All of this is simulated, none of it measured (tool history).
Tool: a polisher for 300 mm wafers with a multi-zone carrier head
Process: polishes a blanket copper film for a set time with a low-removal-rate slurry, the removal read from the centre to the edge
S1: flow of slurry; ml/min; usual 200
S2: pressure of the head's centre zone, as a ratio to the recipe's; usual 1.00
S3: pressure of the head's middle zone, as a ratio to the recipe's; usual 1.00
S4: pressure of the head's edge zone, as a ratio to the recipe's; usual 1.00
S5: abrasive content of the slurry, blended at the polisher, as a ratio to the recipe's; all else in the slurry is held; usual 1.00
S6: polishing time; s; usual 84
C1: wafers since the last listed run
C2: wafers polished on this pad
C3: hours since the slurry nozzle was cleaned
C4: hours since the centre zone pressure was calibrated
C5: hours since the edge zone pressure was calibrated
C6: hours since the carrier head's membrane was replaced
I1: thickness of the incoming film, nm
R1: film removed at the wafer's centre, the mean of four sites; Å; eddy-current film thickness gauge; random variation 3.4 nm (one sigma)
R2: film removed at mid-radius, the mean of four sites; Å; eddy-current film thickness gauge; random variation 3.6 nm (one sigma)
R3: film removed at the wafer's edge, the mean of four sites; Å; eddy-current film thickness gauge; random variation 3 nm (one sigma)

run 1 hour=0.0 | S1=200 S2=1.00 S3=1.00 S4=1.00 S5=1.00 S6=84 | C1=0 C2=1159 C3=514.2 C4=347.1 C5=863.5 C6=1501.8 | I1=867.2 | R1=2673 R2=2495 R3=2424
run 2 hour=54.2 | S1=200 S2=1.00 S3=1.00 S4=1.00 S5=1.00 S6=84 | C1=314 C2=1473 C3=568.4 C4=401.3 C5=917.7 C6=1556.0 | I1=854.7 | R1=2716 R2=2410 R3=2402
-- hour=85.0 slurry nozzle cleaned
run 3 hour=143.6 | S1=200 S2=1.00 S3=1.00 S4=1.00 S5=1.00 S6=84 | C1=513 C2=1986 C3=58.6 C4=490.7 C5=1007.1 C6=1645.4 | I1=871.7 | R1=2703 R2=2498 R3=2402
run 4 hour=244.2 | S1=200 S2=1.00 S3=1.00 S4=1.00 S5=1.00 S6=84 | C1=583 C2=2570 C3=159.2 C4=591.3 C5=1107.7 C6=1746.0 | I1=873.4 | R1=2699 R2=2481 R3=2443
-- hour=274.4 worn pad replaced by a new one, of another model than before
run 5 hour=295.8 | S1=200 S2=1.00 S3=1.00 S4=1.00 S5=1.00 S6=84 | C1=276 C2=124 C3=210.8 C4=642.9 C5=1159.3 C6=1797.6 | I1=860.7 | R1=2620 R2=2490 R3=2477
run 6 hour=337.7 | S1=200 S2=1.00 S3=1.00 S4=1.00 S5=1.00 S6=84 | C1=243 C2=367 C3=252.7 C4=684.8 C5=1201.2 C6=1839.5 | I1=865.9 | R1=2689 R2=2381 R3=2397
-- hour=343.2 centre zone pressure recalibrated
run 7 hour=377.8 | S1=200 S2=1.00 S3=1.12 S4=1.12 S5=1.15 S6=95 | C1=221 C2=588 C3=292.8 C4=34.6 C5=1241.3 C6=1879.6 | I1=852.8 | R1=2997 R2=3127 R3=3062
run 8 hour=434.6 | S1=200 S2=1.00 S3=1.00 S4=1.00 S5=1.00 S6=113 | C1=329 C2=918 C3=349.6 C4=91.4 C5=1298.1 C6=1936.4 | I1=847.7 | R1=3419 R2=3363 R3=3269
-- hour=492.3 edge zone pressure recalibrated
run 9 hour=549.8 | S1=200 S2=1.00 S3=1.00 S4=1.11 S5=1.00 S6=63 | C1=657 C2=1575 C3=464.8 C4=206.6 C5=57.5 C6=2051.6 | I1=879.6 | R1=1948 R2=1849 R3=1878
run 10 hour=600.7 | S1=200 S2=1.00 S3=1.00 S4=1.00 S5=1.00 S6=84 | C1=295 C2=1870 C3=515.7 C4=257.5 C5=108.4 C6=2102.5 | I1=861.1 | R1=2641 R2=2472 R3=2423
-- hour=646.5 carrier head's membrane replaced by a new one
run 11 hour=651.7 | S1=220 S2=1.00 S3=1.00 S4=0.96 S5=1.25 S6=84 | C1=267 C2=2137 C3=566.7 C4=308.5 C5=159.4 C6=5.2 | I1=858.4 | R1=2913 R2=2691 R3=2545
-- hour=656.0 slurry nozzle cleaned
run 12 hour=721.9 | S1=170 S2=1.10 S3=1.00 S4=1.05 S5=1.00 S6=63 | C1=401 C2=2539 C3=65.9 C4=378.7 C5=229.6 C6=75.4 | I1=861.6 | R1=2078 R2=1822 R3=1797
-- hour=756.8 worn pad replaced by a new one
run 13 hour=784.8 | S1=200 S2=1.00 S3=1.11 S4=1.00 S5=1.10 S6=100 | C1=341 C2=162 C3=128.8 C4=441.6 C5=292.5 C6=138.3 | I1=861.7 | R1=3374 R2=3143 R3=2998
run 14 hour=878.5 | S1=200 S2=1.00 S3=1.00 S4=1.00 S5=1.00 S6=70 | C1=543 C2=706 C3=222.5 C4=535.3 C5=386.2 C6=232.0 | I1=853.2 | R1=2203 R2=2044 R3=1973
run 15 hour=974.7 | S1=200 S2=1.00 S3=1.00 S4=1.11 S5=0.85 S6=84 | C1=558 C2=1264 C3=318.7 C4=631.5 C5=482.4 C6=328.2 | I1=866.3 | R1=2601 R2=2303 R3=2440
run 16 hour=1058.4 | S1=200 S2=1.00 S3=1.06 S4=0.91 S5=1.00 S6=84 | C1=485 C2=1750 C3=402.4 C4=715.2 C5=566.1 C6=411.9 | I1=853.1 | R1=2661 R2=2517 R3=2312
-- hour=1155.5 slurry nozzle cleaned
run 17 hour=1157.4 | S1=220 S2=1.00 S3=0.91 S4=1.00 S5=1.00 S6=91 | C1=568 C2=2319 C3=1.9 C4=814.2 C5=665.1 C6=510.9 | I1=863.8 | R1=2970 R2=2640 R3=2692
-- hour=1160.5 centre zone pressure recalibrated
run 18 hour=1246.9 | S1=200 S2=1.00 S3=1.00 S4=1.00 S5=1.00 S6=113 | C1=507 C2=2827 C3=91.4 C4=86.4 C5=754.6 C6=600.4 | I1=856.3 | R1=3330 R2=3248 R3=3285
-- hour=1253.6 worn pad replaced by a new one
run 19 hour=1331.7 | S1=200 S2=0.91 S3=1.00 S4=0.91 S5=1.00 S6=84 | C1=469 C2=453 C3=176.2 C4=171.2 C5=839.4 C6=685.2 | I1=854.7 | R1=2349 R2=2408 R3=2312
run 20 hour=1384.2 | S1=200 S2=1.00 S3=0.96 S4=0.96 S5=1.00 S6=84 | C1=304 C2=758 C3=228.7 C4=223.7 C5=891.9 C6=737.7 | I1=860.2 | R1=2593 R2=2434 R3=2333

Forecast each of these 5 alternatives for the next run:
run A hour=1384.7 | S1=200 S2=1.00 S3=1.00 S4=1.00 S5=1.00 S6=84 | C1=2 C2=761 C3=229.2 C4=224.2 C5=892.4 C6=738.2 | I1=855.2 | R1=? R2=? R3=?
run B hour=1384.7 | S1=140 S2=1.00 S3=1.00 S4=1.00 S5=1.00 S6=84 | C1=2 C2=761 C3=229.2 C4=224.2 C5=892.4 C6=738.2 | I1=855.2 | R1=? R2=? R3=?
run C hour=1384.7 | S1=270 S2=1.00 S3=1.00 S4=1.00 S5=1.00 S6=105 | C1=2 C2=761 C3=229.2 C4=224.2 C5=892.4 C6=738.2 | I1=855.2 | R1=? R2=? R3=?
run D hour=1384.7 | S1=200 S2=1.00 S3=1.00 S4=0.89 S5=1.00 S6=84 | C1=2 C2=761 C3=229.2 C4=224.2 C5=892.4 C6=738.2 | I1=855.2 | R1=? R2=? R3=?
run E hour=1384.7 | S1=255 S2=1.00 S3=1.00 S4=1.00 S5=0.75 S6=84 | C1=2 C2=761 C3=229.2 C4=224.2 C5=892.4 C6=738.2 | I1=855.2 | R1=? R2=? R3=?

run=A R1=2585 R2=2417 R3=2409
run=B R1=2287 R2=2168 R3=2227
run=C R1=3412 R2=3173 R3=3125
run=D R1=2585 R2=2417 R3=2281
run=E R1=2465 R2=2294 R3=2263
Without the tool's hidden state the same runs would have given:
run=A R1=2468 R2=2418 R3=2409
run=B R1=2183 R2=2168 R3=2227
run=C R1=3256 R2=3174 R3=3125
run=D R1=2468 R2=2418 R3=2281
run=E R1=2352 R2=2294 R3=2263
